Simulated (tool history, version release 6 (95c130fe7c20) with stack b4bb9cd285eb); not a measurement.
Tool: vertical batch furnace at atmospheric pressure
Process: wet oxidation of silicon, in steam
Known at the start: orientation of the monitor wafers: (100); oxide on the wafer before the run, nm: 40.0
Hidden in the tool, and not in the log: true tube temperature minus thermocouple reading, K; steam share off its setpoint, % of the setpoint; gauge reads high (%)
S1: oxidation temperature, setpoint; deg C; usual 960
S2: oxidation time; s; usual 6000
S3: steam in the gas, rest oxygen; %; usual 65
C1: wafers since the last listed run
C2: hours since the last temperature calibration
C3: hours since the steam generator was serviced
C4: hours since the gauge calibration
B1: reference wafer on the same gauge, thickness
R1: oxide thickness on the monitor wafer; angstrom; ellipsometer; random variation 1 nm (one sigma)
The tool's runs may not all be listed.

run,hour,S1,S2,S3,C1,C2,C3,C4,B1,R1
1,0.0,945,6000,71,0,1730.5,664.8,1206.5,381.50,3440.8
2,83.5,960,6000,65,1118,1814.0,748.3,1290.0,381.61,3665.1
3,151.9,960,6000,65,916,1882.4,816.7,1358.4,381.79,3663.5
4,234.2,960,6000,57,1102,1964.7,899.0,1440.7,381.88,3348.6
5,327.4,960,6000,57,1248,2057.9,992.2,1533.9,382.08,3355.5
6,412.8,960,6000,65,1144,2143.3,1077.6,1619.3,382.24,3683.5
7,503.9,960,6000,65,1220,2234.4,1168.7,1710.4,382.26,3677.0
8,543.7,960,6000,65,533,2274.2,1208.5,1750.2,382.37,3670.5
9,639.6,960,4590,65,1284,2370.1,1304.4,1846.1,382.57,3050.4
# hour 657.8: gauge calibrated
10,718.7,960,4590,65,1059,2449.2,1383.5,60.9,372.24,2964.7
# hour 787.4: thermocouples replaced and temperature profile calibrated
# hour 797.9: steam generator serviced
11,798.4,960,4050,65,606,11.0,0.5,140.6,373.73,2717.7
12,815.9,950,6000,73,234,28.5,18.0,158.1,374.07,3574.6
13,879.0,950,6000,73,845,91.6,81.1,221.2,375.31,3606.7
14,945.8,968,5310,65,894,158.4,147.9,288.0,376.41,3538.3
15,1001.6,968,5310,65,747,214.2,203.7,343.8,376.89,3540.7
16,1041.5,960,6000,65,534,254.1,243.6,383.7,377.65,3629.1
17,1083.7,979,6000,65,565,296.3,285.8,425.9,377.83,4219.9
18,1223.8,968,5310,65,1876,436.4,425.9,566.0,379.17,3565.8
19,1289.5,951,7950,75,880,502.1,491.6,631.7,379.75,4549.5
20,1472.1,946,5130,68,2446,684.7,674.2,814.3,381.06,3026.6
21,1563.4,960,4590,65,1223,776.0,765.5,905.6,381.50,3043.5
22,1608.8,946,8550,55,608,821.4,810.9,951.0,381.76,3717.4
23,1683.2,978,6000,65,996,895.8,885.3,1025.4,382.17,4218.9
24,1720.1,968,5310,65,494,932.7,922.2,1062.3,382.01,3600.7
25,1775.6,935,6000,59,743,988.2,977.7,1117.8,382.35,2782.4
26,1844.5,939,3990,71,923,1057.1,1046.6,1186.7,382.54,2463.4
27,1903.9,960,8310,65,795,1116.5,1106.0,1246.1,382.63,4596.8
28,1984.3,960,6000,65,1077,1196.9,1186.4,1326.5,383.02,3681.9
29,2035.8,960,4590,65,689,1248.4,1237.9,1378.0,383.10,3072.1
30,2114.4,970,6000,57,1053,1327.0,1316.5,1456.6,383.22,3633.4
31,2153.7,960,6000,65,526,1366.3,1355.8,1495.9,383.36,3685.1
# hour 2155.4: gauge calibrated
32,2259.5,942,6000,59,1417,1472.1,1461.6,104.1,372.96,2880.0
33,2310.2,960,6000,65,679,1522.8,1512.3,154.8,374.25,3575.9
# hour 2390.3: steam generator serviced
34,2411.6,960,3120,65,1036,1624.2,21.3,256.2,375.84,2289.1
35,2500.9,960,6000,65,1196,1713.5,110.6,345.5,376.93,3621.5
36,2546.8,960,5010,72,614,1759.4,156.5,391.4,377.59,3450.7
37,2586.9,960,5010,72,537,1799.5,196.6,431.5,378.26,3455.0
38,2640.8,975,8040,73,722,1853.4,250.5,485.4,378.58,5338.9

What the log doesn't show, run by run:
true tube temperature minus thermocouple reading, K: 0 in every run
steam share off its setpoint, % of the setpoint: 0 in every run
H1: gauge reads high (%)
run,H1
1,3.09
2,3.15
3,3.19
4,3.23
5,3.27
6,3.31
7,3.34
8,3.35
9,3.37
10,0.595
11,1.03
12,1.12
13,1.41
14,1.68
15,1.89
16,2.02
17,2.15
18,2.53
19,2.67
20,2.99
21,3.12
22,3.17
23,3.25
24,3.29
25,3.34
26,3.39
27,3.44
28,3.49
29,3.52
30,3.56
31,3.57
32,0.838
33,1.1
34,1.56
35,1.89
36,2.05
37,2.17
38,2.32
